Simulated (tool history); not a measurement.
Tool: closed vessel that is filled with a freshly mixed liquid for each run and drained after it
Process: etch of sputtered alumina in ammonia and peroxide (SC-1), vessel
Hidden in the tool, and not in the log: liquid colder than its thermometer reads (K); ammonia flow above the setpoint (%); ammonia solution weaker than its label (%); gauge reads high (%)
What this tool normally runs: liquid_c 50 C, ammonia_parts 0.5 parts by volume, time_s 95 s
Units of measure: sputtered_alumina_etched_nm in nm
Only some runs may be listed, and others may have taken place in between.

run   hour  liquid_c  ammonia_parts  time_s  wafers since the last listed run  hours since the thermometer was replaced  hours since the ammonia flow meter was replaced  hours since the drum of ammonia solution was connected  hours since the gauge calibration  read-back film thickness of the sputtered alumina reference wafer, read on the same gauge (nm)  sputtered_alumina_etched_nm
  1      0        50            0.5      95                                 0                                    2538.4                                             2039                                                   940.1                              111.4                                                                                           29.98                         5.53
  2    9.1        50            0.5      95                               650                                    2547.5                                           2048.1                                                   949.2                              120.5                                                                                           30.01                         5.37
  3   32.6        50            0.5      95                              1680                                      2571                                           2071.6                                                   972.7                                144                                                                                           29.98                         5.47
  4   45.7        57            0.6     115                               936                                    2584.1                                           2084.7                                                   985.8                              157.1                                                                                              30                         9.84
  5   58.1        42           0.65     115                               886                                    2596.5                                           2097.1                                                   998.2                              169.5                                                                                           30.04                         4.29
  6   75.8        60           0.65      65                              1265                                    2614.2                                           2114.8                                                  1015.9                              187.2                                                                                           30.01                         6.55
      81.7  -- ammonia flow meter replaced
  7   87.8      42.5           0.65      75                               786                                    2626.2                                              6.1                                                  1027.9                              199.2                                                                                           30.02                         2.91
  8  102.8      57.5            0.5      95                              1072                                    2641.2                                             21.1                                                  1042.9                              214.2                                                                                           29.97                         8.03
  9  147.4      56.5           0.35      80                              3189                                    2685.8                                             65.7                                                  1087.5                              258.8                                                                                           30.01                         6.36
     161.5  -- new drum of ammonia solution connected
 10  165.4      54.5           0.65      80                              1215                                    2703.8                                             83.7                                                     3.9                              276.8                                                                                           29.98                            6
 11    177      55.5            0.5      95                               829                                    2715.4                                             95.3                                                    15.5                              288.4                                                                                           29.98                         7.39
 12  189.1        50            0.5      95                               865                                    2727.5                                            107.4                                                    27.6                              300.5                                                                                           29.98                         5.42
 13  205.6        47            0.3      95                              1179                                      2744                                            123.9                                                    44.1                                317                                                                                           29.95                         4.28
     212.4  -- thermometer replaced
 14  212.9        50            0.5      95                               450                                       0.5                                            131.2                                                    51.4                              324.3                                                                                           30.02                          6.2
 15  224.8        50            0.3      50                               850                                      12.4                                            143.1                                                    63.3                              336.2                                                                                           30.04                         3.21
     240.7  -- gauge calibrated
 16  242.1        50            0.7      55                              1237                                      29.7                                            160.4                                                    80.6                                1.4                                                                                           29.96                          3.7
 17  250.3        50            0.5      95                               586                                      37.9                                            168.6                                                    88.8                                9.6                                                                                           29.98                         6.25
 18  258.6      44.5            0.3      60                               593                                      46.2                                            176.9                                                    97.1                               17.9                                                                                              30                         2.75
 19  273.9        50            0.5      95                              1094                                      61.5                                            192.2                                                   112.4                               33.2                                                                                           29.99                         6.22
 20  285.1        54           0.35      55                               800                                      72.7                                            203.4                                                   123.6                               44.4                                                                                              30                         4.36
 21  334.8        50            0.5      95                              3553                                     122.4                                            253.1                                                   173.3                               94.1                                                                                           30.06                         6.29
 22  347.4        50            0.5      95                               900                                       135                                            265.7                                                   185.9                              106.7                                                                                           29.99                          6.3
 23  363.5        50            0.7      50                              1151                                     151.1                                            281.8                                                     202                              122.8                                                                                           29.99                         3.38
 24  370.9        50            0.5      95                               529                                     158.5                                            289.2                                                   209.4                              130.2                                                                                           29.98                         6.25
 25    386        50            0.5      95                              1079                                     173.6                                            304.3                                                   224.5                              145.3                                                                                           30.01                         6.25
 26  398.5        50            0.5      95                               893                                     186.1                                            316.8                                                     237                              157.8                                                                                           29.98                          6.2
 27  407.2        50            0.7     110                               622                                     194.8                                            325.5                                                   245.7                              166.5                                                                                           30.02                         7.44
 28  415.1      53.5            0.5      45                               564                                     202.7                                            333.4                                                   253.6                              174.4                                                                                           30.07                         3.55

Across each entry between runs, compare the hidden state at the last listed run before it with the hidden state at the first listed run after it:
In the gap between runs 6 and 7: ammonia flow meter replaced (hour 81.7)
  liquid colder than its thermometer reads (K): 2.78 -> 2.79
  the result without the hidden state subtracted from the measured one, sputtered_alumina_etched_nm: -1.01 -> -0.51 nm
In the gap between runs 9 and 10: new drum of ammonia solution connected (hour 161.5)
  liquid colder than its thermometer reads (K): 2.85 -> 2.87
  the result without the hidden state subtracted from the measured one, sputtered_alumina_etched_nm: -1.04 -> -1 nm
In the gap between runs 13 and 14: thermometer replaced (hour 212.4)
  liquid colder than its thermometer reads (K): 2.91 -> 0.212
  the result without the hidden state subtracted from the measured one, sputtered_alumina_etched_nm: -0.77 -> -0.07 nm
In the gap between runs 15 and 16: gauge calibrated (hour 240.7)
  liquid colder than its thermometer reads (K): 0.225 -> 0.242
  the result without the hidden state subtracted from the measured one, sputtered_alumina_etched_nm: -0.03 -> -0.05 nm
